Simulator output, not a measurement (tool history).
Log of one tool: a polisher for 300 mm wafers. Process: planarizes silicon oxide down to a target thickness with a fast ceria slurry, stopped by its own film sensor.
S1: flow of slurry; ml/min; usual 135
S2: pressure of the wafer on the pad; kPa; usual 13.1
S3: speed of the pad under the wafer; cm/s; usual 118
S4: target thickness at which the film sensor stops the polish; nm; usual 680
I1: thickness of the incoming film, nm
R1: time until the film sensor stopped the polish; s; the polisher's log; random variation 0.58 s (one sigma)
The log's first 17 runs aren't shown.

run	hour	S1	S2	S3	S4	I1	R1
18	415.3	135	13.1	100	466	1575.5	98.5
19	451.1	120	13.1	130	389	1566	86.7
20	473	135	10.3	98	502	1571.9	117.2
# hour 486: worn pad replaced by a new one
21	486.5	135	15.9	118	680	1569.7	58.2
22	500.2	135	13.1	118	680	1557.7	68.3
23	525.3	135	11	140	680	1549.7	68.1
24	554.9	135	13.1	118	680	1538.6	65.5
25	609.5	135	10.3	136	680	1544.2	71.2
26	625.6	105	11.7	118	602	1546.8	81.7
# hour 634.4: slurry nozzle cleaned
27	639.7	135	13.1	78	909	1555.1	64.7

The next listed run, before its measurement:
# hour 650.5: worn pad replaced by a new one
28	656.7	135	10.3	118	680	1546.2	?

Run 28 gave R1 79.1 s.
Without the tool's hidden state the same run would have given R1 84.9 s.

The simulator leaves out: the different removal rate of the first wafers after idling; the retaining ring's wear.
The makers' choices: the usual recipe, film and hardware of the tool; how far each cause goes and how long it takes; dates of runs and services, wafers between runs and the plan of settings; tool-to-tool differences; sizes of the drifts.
